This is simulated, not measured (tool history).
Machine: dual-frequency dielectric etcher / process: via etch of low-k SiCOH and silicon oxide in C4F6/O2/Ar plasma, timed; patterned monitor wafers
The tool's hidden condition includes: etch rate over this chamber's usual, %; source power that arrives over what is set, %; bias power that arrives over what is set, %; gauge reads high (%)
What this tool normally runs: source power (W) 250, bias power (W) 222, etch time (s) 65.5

run	hour	source power (W)	bias power (W)	etch time (s)	wafers since the last listed run	hours since the last wet clean	hours since the last source power generator calibration	hours since the last bias power generator calibration	hours since the last upper electrode change	hours since the gauge calibration	read-back reference wafer on the same gauge, depth_nm	mean etch depth across the wafer (angstrom)
1	0.0	230	222	65.5	0	287.7	3147.5	2988.6	1522.8	447.4	179.2	1531
2	31.8	230	222	65.5	513	319.5	3179.3	3020.4	1554.6	479.2	179.1	1530
3	90.7	230	222	65.5	950	378.4	3238.2	3079.3	1613.5	538.1	178.9	1516
# hour 299.0: wet clean of the chamber
4	299.5	250	222	75.5	2981	0.5	3447.0	3288.1	1822.3	746.9	178.4	1809
5	332.0	250	222	75.5	524	33.0	3479.5	3320.6	1854.8	779.4	178.3	1817
6	396.2	280	222	65.5	1035	97.2	3543.7	3384.8	1919.0	843.6	178.1	1640
# hour 414.4: source power generator calibrated
# hour 541.5: gauge calibrated
# hour 544.9: bias power generator calibrated
# hour 589.9: upper electrode replaced
7	590.4	250	250	65.5	2616	291.4	176.0	45.5	0.5	48.9	179.9	1665
8	608.8	250	250	65.5	296	309.8	194.4	63.9	18.9	67.3	179.8	1667
9	652.1	250	250	65.5	698	353.1	237.7	107.2	62.2	110.6	179.8	1654
10	700.7	250	222	65.5	784	401.7	286.3	155.8	110.8	159.2	179.6	1579
11	732.9	250	222	65.5	519	433.9	318.5	188.0	143.0	191.4	179.5	1578
12	788.8	250	191	65.5	901	489.8	374.4	243.9	198.9	247.3	179.5	1488
13	832.2	270	198	65.5	700	533.2	417.8	287.3	242.3	290.7	179.2	1557
14	857.9	250	222	65.5	414	558.9	443.5	313.0	268.0	316.4	179.3	1577
15	923.3	250	222	65.5	1055	624.3	508.9	378.4	333.4	381.8	179.0	1577
# hour 978.1: wet clean of the chamber
16	986.0	250	222	65.5	624	7.9	571.6	441.1	396.1	444.5	178.9	1572
17	1032.5	250	247	65.5	750	54.4	618.1	487.6	442.6	491.0	178.9	1647
18	1074.2	230	274	65.5	672	96.1	659.8	529.3	484.3	532.7	178.7	1653
19	1116.7	250	222	65.5	685	138.6	702.3	571.8	526.8	575.2	178.6	1573
20	1165.5	210	247	50.5	787	187.4	751.1	620.6	575.6	624.0	178.5	1182
21	1213.0	250	222	83.5	766	234.9	798.6	668.1	623.1	671.5	178.3	1998
22	1265.7	290	184	80.5	850	287.6	851.3	720.8	675.8	724.2	178.2	1904

Below are 3 alternative next runs, each starting from the tool's condition after run 22. Predict each:
A	1266.1	200	222	65.5	6	288.0	851.7	721.2	676.2	724.6	?	?
B	1266.1	290	222	84.5	6	288.0	851.7	721.2	676.2	724.6	?	?
C	1266.1	200	183	49.5	6	288.0	851.7	721.2	676.2	724.6	?	?

run	read-back reference wafer on the same gauge, depth_nm	mean etch depth across the wafer (angstrom)
A	178.2	1432
B	178.2	2138
C	178.2	1004
Without the tool's unlogged condition, the same runs would have read:
run	mean etch depth across the wafer (angstrom)
A	1447
B	2160
C	1014
